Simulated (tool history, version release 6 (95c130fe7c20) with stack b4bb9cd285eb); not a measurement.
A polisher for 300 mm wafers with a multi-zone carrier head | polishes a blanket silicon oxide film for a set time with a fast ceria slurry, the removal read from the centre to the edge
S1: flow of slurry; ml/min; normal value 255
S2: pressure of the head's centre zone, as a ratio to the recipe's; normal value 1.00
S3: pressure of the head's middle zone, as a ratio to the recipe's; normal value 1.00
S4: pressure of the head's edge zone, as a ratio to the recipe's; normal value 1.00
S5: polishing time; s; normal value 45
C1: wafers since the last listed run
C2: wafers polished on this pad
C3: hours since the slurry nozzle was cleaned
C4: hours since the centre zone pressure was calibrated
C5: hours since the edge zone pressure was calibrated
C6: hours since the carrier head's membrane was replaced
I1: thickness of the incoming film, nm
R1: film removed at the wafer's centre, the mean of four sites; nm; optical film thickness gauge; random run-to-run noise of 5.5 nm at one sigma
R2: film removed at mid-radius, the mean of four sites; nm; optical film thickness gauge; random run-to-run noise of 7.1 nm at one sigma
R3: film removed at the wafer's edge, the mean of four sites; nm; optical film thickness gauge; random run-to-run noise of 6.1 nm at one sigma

run 1 day=0.000 | S1=255 S2=1.00 S3=1.00 S4=1.00 S5=45 | C1=0 C2=3318 C3=114.6 C4=491.8 C5=849.0 C6=313.5 | I1=2914.1 | R1=886.7 R2=896.6 R3=882.8
-- day=2.938 worn pad replaced by a new one
run 2 day=3.671 | S1=255 S2=1.00 S3=1.00 S4=1.00 S5=45 | C1=892 C2=186 C3=202.7 C4=579.9 C5=937.1 C6=401.6 | I1=2916.8 | R1=888.7 R2=875.7 R3=862.5
run 3 day=5.446 | S1=255 S2=1.00 S3=1.00 S4=1.00 S5=45 | C1=452 C2=639 C3=245.3 C4=622.5 C5=979.7 C6=444.2 | I1=2952.9 | R1=866.1 R2=866.6 R3=863.0
run 4 day=8.612 | S1=255 S2=0.94 S3=1.00 S4=1.00 S5=40 | C1=806 C2=1446 C3=321.3 C4=698.5 C5=1055.7 C6=520.2 | I1=2963.4 | R1=717.0 R2=766.5 R3=766.7
-- day=9.562 centre zone pressure recalibrated
run 5 day=11.312 | S1=255 S2=1.00 S3=1.00 S4=1.00 S5=45 | C1=666 C2=2112 C3=386.1 C4=42.0 C5=1120.5 C6=585.0 | I1=2924.9 | R1=837.7 R2=861.3 R3=843.9
-- day=12.446 slurry nozzle cleaned
run 6 day=13.404 | S1=255 S2=1.00 S3=1.00 S4=1.00 S5=45 | C1=522 C2=2635 C3=23.0 C4=92.2 C5=1170.7 C6=635.2 | I1=2859.5 | R1=905.2 R2=908.1 R3=875.1
run 7 day=16.658 | S1=255 S2=1.00 S3=1.00 S4=1.00 S5=45 | C1=829 C2=3464 C3=101.1 C4=170.3 C5=1248.8 C6=713.3 | I1=2933.0 | R1=900.3 R2=899.9 R3=877.8
-- day=17.946 worn pad replaced by a new one
run 8 day=18.400 | S1=255 S2=1.00 S3=1.00 S4=1.00 S5=45 | C1=401 C2=115 C3=142.9 C4=212.1 C5=1290.6 C6=755.1 | I1=2976.5 | R1=878.1 R2=888.5 R3=860.5
run 9 day=20.275 | S1=255 S2=1.00 S3=1.00 S4=1.00 S5=45 | C1=477 C2=593 C3=187.9 C4=257.1 C5=1335.6 C6=800.1 | I1=2927.9 | R1=879.2 R2=892.5 R3=858.5
-- day=23.725 carrier head's membrane replaced by a new one
run 10 day=23.746 | S1=255 S2=1.00 S3=1.00 S4=1.00 S5=45 | C1=831 C2=1424 C3=271.2 C4=340.4 C5=1418.9 C6=0.5 | I1=2939.5 | R1=866.2 R2=875.9 R3=858.6
-- day=27.817 slurry nozzle cleaned
run 11 day=28.708 | S1=255 S2=1.00 S3=1.00 S4=1.00 S5=45 | C1=1254 C2=2678 C3=21.4 C4=459.5 C5=1538.0 C6=119.6 | I1=2885.8 | R1=898.9 R2=904.3 R3=870.0
-- day=29.950 edge zone pressure recalibrated
run 12 day=32.762 | S1=315 S2=1.00 S3=1.04 S4=1.00 S5=59 | C1=1011 C2=3690 C3=118.7 C4=556.8 C5=67.5 C6=216.9 | I1=2935.9 | R1=1213.0 R2=1245.5 R3=1182.6
run 13 day=34.667 | S1=255 S2=1.00 S3=0.92 S4=1.00 S5=45 | C1=485 C2=4175 C3=164.4 C4=602.5 C5=113.2 C6=262.6 | I1=2885.1 | R1=878.3 R2=831.9 R3=868.9
-- day=34.979 worn pad replaced by a new one
run 14 day=37.821 | S1=255 S2=1.00 S3=1.00 S4=0.88 S5=37 | C1=761 C2=723 C3=240.1 C4=678.2 C5=188.9 C6=338.3 | I1=2866.7 | R1=715.8 R2=714.3 R3=666.1
-- day=39.158 centre zone pressure recalibrated
run 15 day=40.092 | S1=255 S2=1.00 S3=1.00 S4=1.00 S5=45 | C1=557 C2=1281 C3=294.6 C4=22.4 C5=243.4 C6=392.8 | I1=2920.3 | R1=854.4 R2=872.4 R3=851.7
-- day=42.175 slurry nozzle cleaned
run 16 day=44.438 | S1=185 S2=1.00 S3=1.00 S4=1.08 S5=60 | C1=1096 C2=2378 C3=54.3 C4=126.7 C5=347.7 C6=497.1 | I1=2917.5 | R1=1136.7 R2=1137.2 R3=1173.2
run 17 day=48.862 | S1=255 S2=1.00 S3=1.00 S4=1.00 S5=45 | C1=1127 C2=3505 C3=160.5 C4=232.9 C5=453.9 C6=603.3 | I1=2924.8 | R1=882.9 R2=896.0 R3=873.6
-- day=51.775 worn pad replaced by a new one
run 18 day=51.796 | S1=255 S2=1.06 S3=1.00 S4=0.92 S5=31 | C1=705 C2=4 C3=230.9 C4=303.3 C5=524.3 C6=673.7 | I1=2960.7 | R1=634.7 R2=601.5 R3=567.3
-- day=55.708 carrier head's membrane replaced by a new one
-- day=56.900 slurry nozzle cleaned
run 19 day=61.692 | S1=255 S2=0.96 S3=1.00 S4=1.00 S5=54 | C1=2458 C2=2462 C3=115.0 C4=540.8 C5=761.8 C6=143.6 | I1=2967.5 | R1=1020.1 R2=1096.4 R3=1035.8
run 20 day=66.017 | S1=340 S2=1.00 S3=1.00 S4=1.09 S5=56 | C1=1102 C2=3565 C3=218.8 C4=644.6 C5=865.6 C6=247.4 | I1=2935.2 | R1=1134.4 R2=1143.3 R3=1157.1
-- day=67.496 worn pad replaced by a new one
run 21 day=68.271 | S1=255 S2=1.00 S3=1.04 S4=1.00 S5=58 | C1=531 C2=197 C3=272.9 C4=698.7 C5=919.7 C6=301.5 | I1=2901.1 | R1=1124.3 R2=1167.3 R3=1096.9
run 22 day=70.138 | S1=255 S2=1.00 S3=1.04 S4=1.00 S5=58 | C1=475 C2=673 C3=317.7 C4=743.5 C5=964.5 C6=346.3 | I1=2887.5 | R1=1109.2 R2=1160.5 R3=1091.4
-- day=72.588 slurry nozzle cleaned
run 23 day=74.025 | S1=280 S2=1.00 S3=0.91 S4=1.00 S5=45 | C1=980 C2=1653 C3=34.5 C4=836.8 C5=1057.8 C6=439.6 | I1=2918.0 | R1=913.4 R2=843.4 R3=894.0

Consider 3 possible next runs. They are alternatives, not a sequence: every one starts from the tool as it was left by run 23. What does each give?
run A day=74.042 | S1=255 S2=1.00 S3=1.00 S4=1.05 S5=45 | C1=4 C2=1657 C3=34.9 C4=837.2 C5=1058.2 C6=440.0 | I1=2875.5 | R1=? R2=? R3=?
run B day=74.042 | S1=255 S2=0.89 S3=1.04 S4=1.00 S5=38 | C1=4 C2=1657 C3=34.9 C4=837.2 C5=1058.2 C6=440.0 | I1=2875.5 | R1=? R2=? R3=?
run C day=74.042 | S1=255 S2=0.94 S3=0.89 S4=1.00 S5=45 | C1=4 C2=1657 C3=34.9 C4=837.2 C5=1058.2 C6=440.0 | I1=2875.5 | R1=? R2=? R3=?

run=A R1=903.5 R2=895.3 R3=907.8
run=B R1=678.6 R2=782.1 R3=748.1
run=C R1=848.3 R2=812.5 R3=887.7
What these runs would have given with no unlogged condition in the tool:
run=A R1=908.6 R2=899.8 R3=911.2
run=B R1=682.4 R2=786.0 R3=750.9
run=C R1=853.0 R2=816.5 R3=891.1
